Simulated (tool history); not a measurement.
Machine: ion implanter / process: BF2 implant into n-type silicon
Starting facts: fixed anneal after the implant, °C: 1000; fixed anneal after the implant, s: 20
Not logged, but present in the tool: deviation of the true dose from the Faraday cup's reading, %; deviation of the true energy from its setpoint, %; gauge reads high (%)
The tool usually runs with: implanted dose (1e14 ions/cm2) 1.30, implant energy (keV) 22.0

run    hour  implanted dose (1e14 ions/cm2)  implant energy (keV)  wafers since the last listed run  hours since the last dose calibration  hours since the extraction supply was calibrated  hours since the gauge calibration  read-back reference wafer on the same gauge, sheet resistance  sheet resistance of the implanted and annealed layer (ohm/square)
  1     0.0                            1.30                  26.5                                 0                                 1764.1                                            4662.6                              651.9                                                         915.71                                                             831.87
  2   152.6                            1.30                  22.0                              2181                                 1916.7                                            4815.2                              804.5                                                         916.48                                                             867.64
  3   413.4                            1.30                  22.0                              3728                                 2177.5                                            5076.0                             1065.3                                                         916.13                                                             870.09
  4   502.8                            1.30                  22.0                              1278                                 2266.9                                            5165.4                             1154.7                                                         916.72                                                             866.58
  5   608.8                            1.55                  22.0                              1515                                 2372.9                                            5271.4                             1260.7                                                         916.22                                                             739.94
  6   670.2                            1.30                  22.0                               877                                 2434.3                                            5332.8                             1322.1                                                         915.85                                                             864.57
  7   739.7                            1.30                  22.0                               993                                 2503.8                                            5402.3                             1391.6                                                         916.19                                                             863.90
  8   843.5                            1.30                  22.0                              1484                                 2607.6                                            5506.1                             1495.4                                                         916.20                                                             862.54
  9   913.3                            1.46                  26.5                               997                                 2677.4                                            5575.9                             1565.2                                                         915.51                                                             754.82
      969.7  -- Faraday cup replaced and dose calibrated
 10  1012.0                            1.40                  22.0                              1296                                   42.3                                            5674.6                             1663.9                                                         916.91                                                             808.10
 11  1091.1                            1.40                  22.0                              1130                                  121.4                                            5753.7                             1743.0                                                         916.02                                                             806.52
 12  1153.8                            1.40                  22.0                               896                                  184.1                                            5816.4                             1805.7                                                         915.09                                                             809.25
 13  1231.7                            1.30                  22.0                              1113                                  262.0                                            5894.3                             1883.6                                                         915.93                                                             858.43
 14  1273.2                            1.30                  22.0                               593                                  303.5                                            5935.8                             1925.1                                                         916.10                                                             862.87
 15  1339.7                            1.30                  22.0                               950                                  370.0                                            6002.3                             1991.6                                                         915.89                                                             866.93
     1401.6  -- extraction supply calibrated
 16  1408.5                            1.30                  22.0                               869                                  438.8                                               6.9                             2060.4                                                         915.61                                                             862.03
 17  1480.7                            1.30                  22.0                              1032                                  511.0                                              79.1                             2132.6                                                         916.27                                                             867.25
 18  1531.2                            1.30                  22.0                               722                                  561.5                                             129.6                             2183.1                                                         916.17                                                             860.62
 19  1628.7                            1.46                  26.5                              1393                                  659.0                                             227.1                             2280.6                                                         916.16                                                             757.77
 20  1706.8                            1.59                  16.0                              1116                                  737.1                                             305.2                             2358.7                                                         916.27                                                             754.60
 21  1787.9                            1.66                  19.0                              1159                                  818.2                                             386.3                             2439.8                                                         915.69                                                             713.76
 22  1878.1                            1.55                  29.0                              1289                                  908.4                                             476.5                             2530.0                                                         915.30                                                             716.42
     1930.1  -- gauge calibrated
 23  1962.5                            1.54                  25.0                              1206                                  992.8                                             560.9                               32.4                                                         915.99                                                             729.68
 24  2033.4                            1.48                  29.0                              1013                                 1063.7                                             631.8                              103.3                                                         916.10                                                             741.67
 25  2085.6                            1.47                  27.5                               746                                 1115.9                                             684.0                              155.5                                                         915.74                                                             759.95
 26  2124.8                            1.66                  15.5                               560                                 1155.1                                             723.2                              194.7                                                         916.93                                                             728.25
 27  2214.8                            1.13                  19.0                              1286                                 1245.1                                             813.2                              284.7                                                         916.70                                                             991.92
 28  2272.6                            1.30                  22.0                               826                                 1302.9                                             871.0                              342.5                                                         915.71                                                             863.21
 29  2347.0                            1.69                  19.5                              1063                                 1377.3                                             945.4                              416.9                                                         916.50                                                             699.45
 30  2396.9                            1.51                  22.0                               713                                 1427.2                                             995.3                              466.8                                                         915.85                                                             752.21
 31  2447.1                            1.30                  17.5                               717                                 1477.4                                            1045.5                              517.0                                                         916.47                                                             896.53
 32  2507.6                            1.42                  22.0                               864                                 1537.9                                            1106.0                              577.5                                                         916.51                                                             803.59
 33  2550.3                            1.05                  29.5                               610                                 1580.6                                            1148.7                              620.2                                                         915.56                                                             973.57
 34  2640.5                            1.44                  22.0                              1289                                 1670.8                                            1238.9                              710.4                                                         915.14                                                             790.51
 35  2680.2                            1.30                  19.0                               567                                 1710.5                                            1278.6                              750.1                                                         915.95                                                             882.43
 36  2762.1                            1.30                  22.0                              1170                                 1792.4                                            1360.5                              832.0                                                         916.75                                                             864.68

Consider 4 possible next runs. They are alternatives, not a sequence: every one starts from the tool as it was left by run 36. What does each give?
  A  2762.5                            1.30                  20.0                                 5                                 1792.8                                            1360.9                              832.4                                                              ?                                                                  ?
  B  2762.5                            1.30                  28.5                                 5                                 1792.8                                            1360.9                              832.4                                                              ?                                                                  ?
  C  2762.5                            1.41                  18.5                                 5                                 1792.8                                            1360.9                              832.4                                                              ?                                                                  ?
  D  2762.5                            1.18                  18.5                                 5                                 1792.8                                            1360.9                              832.4                                                              ?                                                                  ?

run  read-back reference wafer on the same gauge, sheet resistance  sheet resistance of the implanted and annealed layer (ohm/square)
  A                                                         915.58                                                             872.69
  B                                                         915.58                                                             828.03
  C                                                         915.58                                                             821.96
  D                                                         915.58                                                             959.34
With no hidden state in the tool, these same runs would have given:
run  sheet resistance of the implanted and annealed layer (ohm/square)
  A                                                             872.69
  B                                                             828.03
  C                                                             821.96
  D                                                             959.34
